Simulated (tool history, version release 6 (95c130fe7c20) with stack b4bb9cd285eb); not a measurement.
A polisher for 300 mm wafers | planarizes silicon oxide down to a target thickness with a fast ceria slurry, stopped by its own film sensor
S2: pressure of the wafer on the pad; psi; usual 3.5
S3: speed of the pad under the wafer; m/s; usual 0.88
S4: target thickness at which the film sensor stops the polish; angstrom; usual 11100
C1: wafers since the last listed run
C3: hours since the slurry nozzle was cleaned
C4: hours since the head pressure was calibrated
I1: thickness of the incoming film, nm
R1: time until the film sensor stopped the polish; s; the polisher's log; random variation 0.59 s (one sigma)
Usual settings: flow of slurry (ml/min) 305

{"run": 1, "hour": 0.0, "flow of slurry (ml/min)": 305, "S2": 3.5, "S3": 0.88, "S4": 8870, "C1": 0, "wafers polished on this pad": 379, "C3": 67.5, "C4": 603.3, "I1": 2174.5, "R1": 87.8}
{"run": 2, "hour": 22.2, "flow of slurry (ml/min)": 305, "S2": 3.5, "S3": 0.88, "S4": 8870, "C1": 271, "wafers polished on this pad": 650, "C3": 89.7, "C4": 625.5, "I1": 2176.3, "R1": 89.3}
{"run": 3, "hour": 53.8, "flow of slurry (ml/min)": 305, "S2": 3.5, "S3": 0.88, "S4": 8870, "C1": 386, "wafers polished on this pad": 1037, "C3": 121.3, "C4": 657.1, "I1": 2185.4, "R1": 91.7}
{"run": 4, "hour": 66.6, "flow of slurry (ml/min)": 305, "S2": 2.7, "S3": 0.88, "S4": 11100, "C1": 156, "wafers polished on this pad": 1194, "C3": 134.1, "C4": 669.9, "I1": 2127.8, "R1": 94.0}
{"run": 5, "hour": 93.0, "flow of slurry (ml/min)": 305, "S2": 3.5, "S3": 0.88, "S4": 11100, "C1": 323, "wafers polished on this pad": 1517, "C3": 160.5, "C4": 696.3, "I1": 2172.9, "R1": 78.1}
{"run": 6, "hour": 107.8, "flow of slurry (ml/min)": 305, "S2": 3.5, "S3": 0.88, "S4": 11100, "C1": 181, "wafers polished on this pad": 1699, "C3": 175.3, "C4": 711.1, "I1": 2140.0, "R1": 76.2}
{"hour": 114.1, "done": "worn pad replaced by a new one"}
{"run": 7, "hour": 126.6, "flow of slurry (ml/min)": 305, "S2": 3.5, "S3": 0.88, "S4": 11100, "C1": 181, "wafers polished on this pad": 153, "C3": 194.1, "C4": 729.9, "I1": 2139.3, "R1": 72.2}
{"run": 8, "hour": 203.5, "flow of slurry (ml/min)": 305, "S2": 3.5, "S3": 1.0, "S4": 11100, "C1": 941, "wafers polished on this pad": 1094, "C3": 271.0, "C4": 806.8, "I1": 2145.4, "R1": 66.4}
{"run": 9, "hour": 219.4, "flow of slurry (ml/min)": 305, "S2": 3.5, "S3": 0.64, "S4": 11100, "C1": 194, "wafers polished on this pad": 1289, "C3": 286.9, "C4": 822.7, "I1": 2179.4, "R1": 108.0}
{"run": 10, "hour": 249.3, "flow of slurry (ml/min)": 305, "S2": 3.5, "S3": 0.88, "S4": 11100, "C1": 366, "wafers polished on this pad": 1655, "C3": 316.8, "C4": 852.6, "I1": 2174.6, "R1": 81.0}
{"hour": 274.3, "done": "worn pad replaced by a new one"}
{"run": 11, "hour": 275.0, "flow of slurry (ml/min)": 305, "S2": 3.5, "S3": 0.88, "S4": 11100, "C1": 265, "wafers polished on this pad": 8, "C3": 342.5, "C4": 878.3, "I1": 2173.9, "R1": 75.3}
{"run": 12, "hour": 298.6, "flow of slurry (ml/min)": 305, "S2": 3.5, "S3": 0.88, "S4": 11100, "C1": 288, "wafers polished on this pad": 297, "C3": 366.1, "C4": 901.9, "I1": 2159.7, "R1": 74.3}
{"hour": 311.3, "done": "head pressure recalibrated"}
{"run": 13, "hour": 314.9, "flow of slurry (ml/min)": 305, "S2": 3.5, "S3": 0.88, "S4": 11100, "C1": 175, "wafers polished on this pad": 472, "C3": 382.4, "C4": 3.6, "I1": 2160.0, "R1": 65.2}
{"run": 14, "hour": 333.6, "flow of slurry (ml/min)": 305, "S2": 3.5, "S3": 0.88, "S4": 11100, "C1": 228, "wafers polished on this pad": 701, "C3": 401.1, "C4": 22.3, "I1": 2120.4, "R1": 64.6}
{"run": 15, "hour": 366.0, "flow of slurry (ml/min)": 305, "S2": 3.5, "S3": 0.88, "S4": 11100, "C1": 396, "wafers polished on this pad": 1098, "C3": 433.5, "C4": 54.7, "I1": 2142.9, "R1": 66.4}
{"run": 16, "hour": 389.9, "flow of slurry (ml/min)": 305, "S2": 3.5, "S3": 0.88, "S4": 11100, "C1": 292, "wafers polished on this pad": 1390, "C3": 457.4, "C4": 78.6, "I1": 2163.7, "R1": 68.6}
{"run": 17, "hour": 412.1, "flow of slurry (ml/min)": 305, "S2": 3.5, "S3": 0.88, "S4": 9220, "C1": 271, "wafers polished on this pad": 1662, "C3": 479.6, "C4": 100.8, "I1": 2177.2, "R1": 84.6}
{"hour": 426.3, "done": "worn pad replaced by a new one"}
{"hour": 436.7, "done": "slurry nozzle cleaned"}
{"run": 18, "hour": 445.3, "flow of slurry (ml/min)": 305, "S2": 3.5, "S3": 0.88, "S4": 11100, "C1": 345, "wafers polished on this pad": 220, "C3": 8.6, "C4": 134.0, "I1": 2159.7, "R1": 66.9}
{"run": 19, "hour": 468.0, "flow of slurry (ml/min)": 305, "S2": 3.8, "S3": 0.88, "S4": 9510, "C1": 277, "wafers polished on this pad": 498, "C3": 31.3, "C4": 156.7, "I1": 2151.3, "R1": 71.2}
{"run": 20, "hour": 491.1, "flow of slurry (ml/min)": 235, "S2": 3.1, "S3": 0.62, "S4": 11100, "C1": 282, "wafers polished on this pad": 781, "C3": 54.4, "C4": 179.8, "I1": 2183.9, "R1": 114.3}
{"run": 21, "hour": 514.1, "flow of slurry (ml/min)": 305, "S2": 3.5, "S3": 0.72, "S4": 8080, "C1": 281, "wafers polished on this pad": 1063, "C3": 77.4, "C4": 202.8, "I1": 2156.7, "R1": 109.7}
{"run": 22, "hour": 529.8, "flow of slurry (ml/min)": 305, "S2": 4.3, "S3": 0.88, "S4": 9060, "C1": 192, "wafers polished on this pad": 1255, "C3": 93.1, "C4": 218.5, "I1": 2147.9, "R1": 67.1}
{"hour": 557.8, "done": "worn pad replaced by a new one"}
{"run": 23, "hour": 558.3, "flow of slurry (ml/min)": 405, "S2": 3.5, "S3": 0.88, "S4": 11100, "C1": 300, "wafers polished on this pad": 6, "C3": 121.6, "C4": 247.0, "I1": 2142.7, "R1": 65.0}
{"run": 24, "hour": 582.0, "flow of slurry (ml/min)": 305, "S2": 3.5, "S3": 1.02, "S4": 11100, "C1": 290, "wafers polished on this pad": 296, "C3": 145.3, "C4": 270.7, "I1": 2184.4, "R1": 59.3}
{"run": 25, "hour": 600.9, "flow of slurry (ml/min)": 305, "S2": 3.5, "S3": 1.0, "S4": 11100, "C1": 231, "wafers polished on this pad": 528, "C3": 164.2, "C4": 289.6, "I1": 2123.4, "R1": 58.7}
{"run": 26, "hour": 629.8, "flow of slurry (ml/min)": 305, "S2": 3.5, "S3": 0.88, "S4": 11100, "C1": 353, "wafers polished on this pad": 882, "C3": 193.1, "C4": 318.5, "I1": 2186.6, "R1": 71.8}
{"run": 27, "hour": 646.9, "flow of slurry (ml/min)": 265, "S2": 3.5, "S3": 0.88, "S4": 9980, "C1": 209, "wafers polished on this pad": 1091, "C3": 210.2, "C4": 335.6, "I1": 2157.2, "R1": 79.1}
{"run": 28, "hour": 659.8, "flow of slurry (ml/min)": 305, "S2": 3.5, "S3": 1.02, "S4": 11100, "C1": 157, "wafers polished on this pad": 1249, "C3": 223.1, "C4": 348.5, "I1": 2138.0, "R1": 59.7}
{"run": 29, "hour": 675.4, "flow of slurry (ml/min)": 305, "S2": 3.5, "S3": 0.88, "S4": 8260, "C1": 191, "wafers polished on this pad": 1440, "C3": 238.7, "C4": 364.1, "I1": 2166.1, "R1": 90.6}
{"hour": 690.9, "done": "worn pad replaced by a new one"}
{"run": 30, "hour": 700.8, "flow of slurry (ml/min)": 340, "S2": 3.1, "S3": 0.96, "S4": 14180, "C1": 262, "wafers polished on this pad": 120, "C3": 264.1, "C4": 389.5, "I1": 2160.9, "R1": 50.0}

What the log doesn't show, run by run:
slurry flow missing at the pad, %: 0 in every run
H1: removal rate lost through wear of the pad, %
H2: deviation of the head's pressure from its setpoint, %
run=1 H1=1.22 H2=-7.68
run=2 H1=1.79 H2=-7.96
run=3 H1=3.12 H2=-8.35
run=4 H1=3.83 H2=-8.51
run=5 H1=5.62 H2=-8.84
run=6 H1=6.81 H2=-9.03
run=7 H1=0.626 H2=-9.27
run=8 H1=3.02 H2=-10.2
run=9 H1=3.97 H2=-10.4
run=10 H1=6.16 H2=-10.8
run=11 H1=0.139 H2=-11.1
run=12 H1=0.319 H2=-11.4
run=13 H1=0.642 H2=1.06
run=14 H1=1.21 H2=0.829
run=15 H1=2.71 H2=0.422
run=16 H1=4.22 H2=0.122
run=17 H1=5.94 H2=-0.157
run=18 H1=0.833 H2=-0.573
run=19 H1=1.25 H2=-0.858
run=20 H1=2.01 H2=-1.15
run=21 H1=3.08 H2=-1.44
run=22 H1=4 H2=-1.63
run=23 H1=0.0588 H2=-1.99
run=24 H1=0.238 H2=-2.29
run=25 H1=0.627 H2=-2.53
run=26 H1=1.64 H2=-2.89
run=27 H1=2.49 H2=-3.1
run=28 H1=3.24 H2=-3.27
run=29 H1=4.29 H2=-3.46
run=30 H1=0.354 H2=-3.78
